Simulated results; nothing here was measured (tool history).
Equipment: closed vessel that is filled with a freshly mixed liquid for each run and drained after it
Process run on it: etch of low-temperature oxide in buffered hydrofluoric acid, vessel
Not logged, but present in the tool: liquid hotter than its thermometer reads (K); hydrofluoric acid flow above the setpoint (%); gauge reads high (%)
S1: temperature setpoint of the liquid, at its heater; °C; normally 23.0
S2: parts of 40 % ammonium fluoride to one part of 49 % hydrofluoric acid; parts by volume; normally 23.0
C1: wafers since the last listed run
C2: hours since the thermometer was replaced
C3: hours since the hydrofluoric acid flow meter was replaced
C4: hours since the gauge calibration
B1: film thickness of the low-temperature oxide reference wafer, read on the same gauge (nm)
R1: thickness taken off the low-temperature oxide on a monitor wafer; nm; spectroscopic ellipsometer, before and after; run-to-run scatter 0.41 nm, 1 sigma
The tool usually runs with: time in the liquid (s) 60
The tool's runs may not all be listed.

Run 1, day 0.000: usual settings but S1 21.5 °C; C1 0; C2 836.8; C3 1263.0; C4 709.0; B1 89.99. Result: R1 89.96 nm.
Run 2, day 2.925: usual settings but S1 21.5 °C; C1 8150; C2 907.0; C3 1333.2; C4 779.2; B1 90.02. Result: R1 90.38 nm.
Run 3, day 4.775: usual settings but S1 20.5 °C; C1 5154; C2 951.4; C3 1377.6; C4 823.6; B1 89.98. Result: R1 85.37 nm.
Run 4, day 6.992: usual settings but S1 20.5 °C; C1 6176; C2 1004.6; C3 1430.8; C4 876.8; B1 90.01. Result: R1 85.53 nm.
Run 5, day 11.933: usual settings but S1 20.5 °C; C1 13769; C2 1123.2; C3 1549.4; C4 995.4; B1 90.01. Result: R1 85.77 nm.
Run 6, day 13.817: usual settings; C1 5247; C2 1168.4; C3 1594.6; C4 1040.6; B1 90.00. Result: R1 97.52 nm.
Run 7, day 17.271: usual settings; C1 9624; C2 1251.3; C3 1677.5; C4 1123.5; B1 90.00. Result: R1 98.67 nm.
Run 8, day 19.512: usual settings; C1 6246; C2 1305.1; C3 1731.3; C4 1177.3; B1 90.00. Result: R1 99.45 nm.
Run 9, day 23.042: usual settings but S2 16.0 parts by volume; C1 9833; C2 1389.8; C3 1816.0; C4 1262.0; B1 90.00. Result: R1 136.62 nm.
Run 10, day 25.025: usual settings but S2 16.0 parts by volume; C1 5526; C2 1437.4; C3 1863.6; C4 1309.6; B1 90.00. Result: R1 137.15 nm.
At day 28.167: thermometer replaced.
At day 30.221: hydrofluoric acid flow meter replaced.
Run 11, day 37.525: usual settings but S2 29.5 parts by volume; C1 34598; C2 224.6; C3 175.3; C4 1609.6; B1 90.04. Result: R1 80.93 nm.
Run 12, day 39.612: usual settings but S2 29.5 parts by volume; C1 5816; C2 274.7; C3 225.4; C4 1659.7; B1 90.00. Result: R1 80.38 nm.
Run 13, day 42.312: usual settings but S2 27.0 parts by volume; C1 7523; C2 339.5; C3 290.2; C4 1724.5; B1 89.98. Result: R1 85.88 nm.
Run 14, day 44.100: usual settings but S2 27.0 parts by volume; C1 4980; C2 382.4; C3 333.1; C4 1767.4; B1 90.00. Result: R1 85.46 nm.
At day 45.533: gauge calibrated.
Run 15, day 48.292: usual settings but S2 27.5 parts by volume; C1 11679; C2 483.0; C3 433.7; C4 66.2; B1 90.01. Result: R1 84.42 nm.
Run 16, day 50.046: usual settings; C1 4887; C2 525.1; C3 475.8; C4 108.3; B1 90.01. Result: R1 95.77 nm.
Run 17, day 51.796: usual settings but S1 21.5 °C; C1 4876; C2 567.1; C3 517.8; C4 150.3; B1 90.00. Result: R1 88.51 nm.
Run 18, day 53.321: usual settings; C1 4249; C2 603.7; C3 554.4; C4 186.9; B1 90.02. Result: R1 96.53 nm.
Run 19, day 54.825: usual settings but S1 27.5 °C, S2 29.5 parts by volume, time in the liquid (s) 50; C1 4191; C2 639.8; C3 590.5; C4 223.0; B1 90.03. Result: R1 86.59 nm.
Run 20, day 58.175: usual settings but S1 24.5 °C, time in the liquid (s) 75; C1 9334; C2 720.2; C3 670.9; C4 303.4; B1 89.97. Result: R1 129.83 nm.
Run 21, day 60.438: usual settings but S1 20.0 °C, time in the liquid (s) 70; C1 6304; C2 774.5; C3 725.2; C4 357.7; B1 89.98. Result: R1 95.56 nm.
Run 22, day 63.671: usual settings but S2 28.0 parts by volume, time in the liquid (s) 50; C1 9009; C2 852.1; C3 802.8; C4 435.3; B1 90.01. Result: R1 70.11 nm.
Run 23, day 65.683: usual settings; C1 5607; C2 900.4; C3 851.1; C4 483.6; B1 90.02. Result: R1 95.77 nm.
Run 24, day 68.742: usual settings but S1 27.5 °C, S2 30.0 parts by volume, time in the liquid (s) 80; C1 8521; C2 973.8; C3 924.5; C4 557.0; B1 90.02. Result: R1 137.44 nm.
Run 25, day 71.517: usual settings but S1 18.5 °C, S2 20.5 parts by volume; C1 7732; C2 1040.4; C3 991.1; C4 623.6; B1 90.02. Result: R1 81.54 nm.
Run 26, day 75.946: usual settings but S2 26.5 parts by volume, time in the liquid (s) 40; C1 12341; C2 1146.7; C3 1097.4; C4 729.9; B1 89.98. Result: R1 58.84 nm.
Run 27, day 77.975: usual settings but S2 15.5 parts by volume, time in the liquid (s) 90; C1 5654; C2 1195.4; C3 1146.1; C4 778.6; B1 90.02. Result: R1 209.10 nm.
Run 28, day 81.188: usual settings; C1 8951; C2 1272.5; C3 1223.2; C4 855.7; B1 89.98. Result: R1 97.32 nm.

What if the next run were any one of these 4? Each begins from the tool's condition after run 28:
Run A, day 81.217: usual settings; C1 81; C2 1273.2; C3 1223.9; C4 856.4; B1 ?. Result: R1 ?.
Run B, day 81.217: usual settings but S2 30.0 parts by volume, time in the liquid (s) 35; C1 81; C2 1273.2; C3 1223.9; C4 856.4; B1 ?. Result: R1 ?.
Run C, day 81.217: usual settings but S2 14.0 parts by volume, time in the liquid (s) 80; C1 81; C2 1273.2; C3 1223.9; C4 856.4; B1 ?. Result: R1 ?.
Run D, day 81.217: usual settings but S2 19.5 parts by volume, time in the liquid (s) 75; C1 81; C2 1273.2; C3 1223.9; C4 856.4; B1 ?. Result: R1 ?.

run     B1      R1
  A  89.96   97.13
  B  89.96   47.18
  C  89.96  205.05
  D  89.96  138.75
Take away the tool's hidden state, keep each run's random variation, and the runs would have read:
run      R1
  A   94.40
  B   45.85
  C  196.90
  D  133.21
